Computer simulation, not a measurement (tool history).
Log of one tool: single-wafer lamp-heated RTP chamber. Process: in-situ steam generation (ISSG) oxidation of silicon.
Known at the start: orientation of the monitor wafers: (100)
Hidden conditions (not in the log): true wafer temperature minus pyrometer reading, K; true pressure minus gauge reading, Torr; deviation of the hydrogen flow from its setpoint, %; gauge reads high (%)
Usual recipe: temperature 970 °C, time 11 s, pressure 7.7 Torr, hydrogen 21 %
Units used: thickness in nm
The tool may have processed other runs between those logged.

run    hour  temperature  time  pressure  hydrogen  wafers since the last listed run  wafers since the last pyrometer calibration  hours since the pressure gauge was zeroed  hours since the hydrogen flow controller was replaced  hours since the gauge calibration  read-back reference wafer on the same gauge, thickness  thickness
  1       0          982    11       6.9        21                                 0                                          793                                     3166.8                                                 4118.8                             1148.5                                                   3.639      4.203
  2    70.3          970    11       7.7        21                               831                                         1625                                     3237.1                                                 4189.1                             1218.8                                                   3.645      4.142
      137.2  -- pressure gauge zeroed
  3   139.6          970    11       7.7        21                               725                                         2350                                        2.4                                                 4258.4                             1288.1                                                   3.649      4.117
  4   195.6          970    11       7.7        21                               662                                         3013                                       58.4                                                 4314.4                             1344.1                                                   3.651      4.196
  5   232.8          970    11       7.7        21                               440                                         3453                                       95.6                                                 4351.6                             1381.3                                                   3.638      4.157
  6   300.6          970    11       7.7        21                               802                                         4255                                      163.4                                                 4419.4                             1449.1                                                   3.642      4.166
      326.6  -- hydrogen flow controller replaced
  7   370.4          970    11       7.7        21                               731                                         4986                                      233.2                                                   43.8                             1518.9                                                   3.637      4.221
  8   406.7          960    11       7.7        21                               429                                         5416                                      269.5                                                   80.1                             1555.2                                                   3.636      4.079
  9   470.6          960    11       7.7        21                               756                                         6172                                      333.4                                                    144                             1619.1                                                   3.642      4.079
 10   508.2          951    11       7.7        24                               444                                         6617                                        371                                                  181.6                             1656.7                                                   3.647      4.106
      526.1  -- pyrometer window cleaned and pyrometer calibrated
 11   573.3          970    11       7.7        21                               675                                          558                                      436.1                                                  246.7                             1721.8                                                   3.641      4.084
 12   622.4          962    15       8.5        12                               580                                         1139                                      485.2                                                  295.8                             1770.9                                                   3.634      4.009
 13   689.2          970    15       8.8        21                               790                                         1929                                        552                                                  362.6                             1837.7                                                   3.648      4.689
 14   727.8          965    11       7.7        28                               456                                         2386                                      590.6                                                  401.2                             1876.3                                                   3.643      4.374
 15   763.4          970    11       7.7        21                               421                                         2807                                      626.2                                                  436.8                             1911.9                                                   3.633      4.178
 16   832.7          970    11       7.7        21                               819                                         3627                                      695.5                                                  506.1                             1981.2                                                   3.646      4.139
 17   912.8          970    15       6.9        21                               947                                         4574                                      775.6                                                  586.2                             2061.3                                                   3.636      4.693
      971.4  -- pyrometer window cleaned and pyrometer calibrated
      974.9  -- gauge calibrated
 18   978.7          970    11       7.7        21                               685                                           85                                      841.5                                                  652.1                                3.8                                                   3.641      4.037
 19    1046          970    11       7.7        11                               796                                          882                                      908.8                                                  719.4                               71.1                                                   3.635       3.52
 20  1106.2          951     8       7.7        21                               712                                         1594                                        969                                                  779.6                              131.3                                                   3.638      3.504
 21  1172.3          970    11       7.7        21                               782                                         2376                                     1035.1                                                  845.7                              197.4                                                   3.637      4.176
 22    1215          970    11       7.7        21                               505                                         2881                                     1077.8                                                  888.4                              240.1                                                   3.638      4.143
 23  1330.9          979    11       7.7        13                              1371                                         4252                                     1193.7                                                 1004.3                                356                                                   3.644      3.824
 24    1381          957     7         9        15                               592                                         4845                                     1243.8                                                 1054.4                              406.1                                                   3.638      3.076
 25  1426.8          970    11       7.7        21                               541                                         5387                                     1289.6                                                 1100.2                              451.9                                                   3.644      4.206
 26  1452.5          970    11       7.2        25                               304                                         5691                                     1315.3                                                 1125.9                              477.6                                                   3.641       4.37
     1466.1  -- pyrometer window cleaned and pyrometer calibrated
 27  1503.7          988    13         9        15                               511                                          444                                     1366.5                                                 1177.1                              528.8                                                   3.647      4.238
 28    1545          970    11       7.7        21                               488                                          932                                     1407.8                                                 1218.4                              570.1                                                   3.641      4.107
 29    1590          970    11       6.9        30                               532                                         1465                                     1452.8                                                 1263.4                              615.1                                                   3.639      4.544
 30    1631          963     7       7.7        21                               485                                         1950                                     1493.8                                                 1304.4                              656.1                                                   3.649      3.433
 31  1661.4          970    11       7.7        21                               359                                         2310                                     1524.2                                                 1334.8                              686.5                                                   3.641      4.157
 32  1729.1          970    11       7.7        21                               801                                         3111                                     1591.9                                                 1402.5                              754.2                                                   3.641      4.125

Here are 3 independent what-if runs from the current tool condition. What would each one return?
  A  1729.6          970    11       7.7        21                                 5                                         3117                                     1592.4                                                   1403                              754.7                                                       ?          ?
  B  1729.6          970    11       6.9        29                                 5                                         3117                                     1592.4                                                   1403                              754.7                                                       ?          ?
  C  1729.6          977    15       9.1        25                                 5                                         3117                                     1592.4                                                   1403                              754.7                                                       ?          ?

run  read-back reference wafer on the same gauge, thickness  thickness
  A                                                   3.634      4.162
  B                                                   3.634      4.542
  C                                                   3.634      4.991
Stripped of hidden state, with their random variation kept, the same runs would have yielded:
run  thickness
  A      4.063
  B      4.434
  C       4.85
